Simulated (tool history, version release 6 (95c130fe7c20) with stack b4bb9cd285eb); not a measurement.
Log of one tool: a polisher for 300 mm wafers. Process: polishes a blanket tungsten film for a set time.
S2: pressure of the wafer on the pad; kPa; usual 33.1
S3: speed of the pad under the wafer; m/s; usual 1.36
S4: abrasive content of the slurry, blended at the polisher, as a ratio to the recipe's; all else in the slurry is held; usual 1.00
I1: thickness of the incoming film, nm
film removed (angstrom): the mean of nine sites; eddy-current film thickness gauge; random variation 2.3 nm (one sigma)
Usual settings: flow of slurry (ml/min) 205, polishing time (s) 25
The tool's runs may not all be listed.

Run 1, hour 0.0: usual settings; I1 598.5. Result: film removed (angstrom) 1735.
At hour 48.5: worn pad replaced by a new one.
Run 2, hour 88.4: usual settings but S3 1.00 m/s, polishing time (s) 21; I1 611.2. Result: film removed (angstrom) 1122.
Run 3, hour 156.8: usual settings but S3 1.00 m/s, polishing time (s) 21; I1 588.1. Result: film removed (angstrom) 1144.
Run 4, hour 217.8: usual settings but S3 1.00 m/s, polishing time (s) 21; I1 604.0. Result: film removed (angstrom) 1142.
Run 5, hour 289.4: usual settings; I1 602.7. Result: film removed (angstrom) 1753.
At hour 326.9: slurry blender recalibrated.
Run 6, hour 394.2: usual settings; I1 608.0. Result: film removed (angstrom) 1754.
Run 7, hour 435.5: usual settings; I1 608.8. Result: film removed (angstrom) 1738.
At hour 489.8: slurry nozzle cleaned.
Run 8, hour 492.9: usual settings; I1 597.7. Result: film removed (angstrom) 1719.
At hour 519.1: slurry tank refilled with fresh slurry and peroxide.
Run 9, hour 546.5: usual settings; I1 599.2. Result: film removed (angstrom) 1711.
At hour 574.9: worn pad replaced by a new one.
Run 10, hour 642.3: usual settings but flow of slurry (ml/min) 260, S4 1.20, polishing time (s) 30; I1 606.8. Result: film removed (angstrom) 2206.
Run 11, hour 711.6: usual settings but flow of slurry (ml/min) 180, S4 1.30; I1 597.8. Result: film removed (angstrom) 1803.
Run 12, hour 763.3: usual settings but polishing time (s) 28; I1 604.4. Result: film removed (angstrom) 1944.
Run 13, hour 832.7: usual settings but S2 40.0 kPa; I1 597.0. Result: film removed (angstrom) 2088.
Run 14, hour 885.1: usual settings but flow of slurry (ml/min) 265, S4 1.20; I1 588.1. Result: film removed (angstrom) 1855.
At hour 893.1: head pressure recalibrated.
Run 15, hour 928.2: usual settings but polishing time (s) 32; I1 600.1. Result: film removed (angstrom) 2220.
Run 16, hour 971.2: usual settings; I1 594.8. Result: film removed (angstrom) 1754.
At hour 979.6: slurry blender recalibrated.
At hour 1056.9: slurry tank refilled with fresh slurry and peroxide.
Run 17, hour 1068.0: usual settings but S2 26.9 kPa, S4 0.75; I1 591.2. Result: film removed (angstrom) 1326.
At hour 1200.7: worn pad replaced by a new one.
At hour 1249.0: slurry nozzle cleaned.
Run 18, hour 1296.9: usual settings but S3 1.08 m/s, polishing time (s) 31; I1 588.8. Result: film removed (angstrom) 1766.
Run 19, hour 1337.3: usual settings but S2 25.5 kPa, polishing time (s) 34; I1 600.3. Result: film removed (angstrom) 1846.
Run 20, hour 1398.1: usual settings; I1 598.3. Result: film removed (angstrom) 1730.
Run 21, hour 1596.3: usual settings; I1 609.7. Result: film removed (angstrom) 1763.
At hour 1638.4: slurry tank refilled with fresh slurry and peroxide.
Run 22, hour 1640.0: usual settings but S3 1.48 m/s, S4 1.10; I1 597.5. Result: film removed (angstrom) 1875.
At hour 1669.1: slurry blender recalibrated.
Run 23, hour 1707.4: usual settings but flow of slurry (ml/min) 270, S2 39.3 kPa; I1 587.0. Result: film removed (angstrom) 2093.
Run 24, hour 1777.1: usual settings; I1 610.7. Result: film removed (angstrom) 1725.
At hour 1864.0: worn pad replaced by a new one.
Run 25, hour 1865.9: usual settings but S3 1.24 m/s, S4 0.80; I1 593.9. Result: film removed (angstrom) 1509.
At hour 2065.9: head pressure recalibrated.
Run 26, hour 2132.3: usual settings but polishing time (s) 18; I1 609.3. Result: film removed (angstrom) 1232.

The tool's hidden state at each run:
removal rate lost through wear of the pad, %: 0 in every run
slurry flow missing at the pad, %: 0 in every run
deviation of the head's pressure from its setpoint, %: 0 in every run
abrasive missing from the slurry, %: 0 in every run
peroxide lost from the slurry, %: 0 in every run
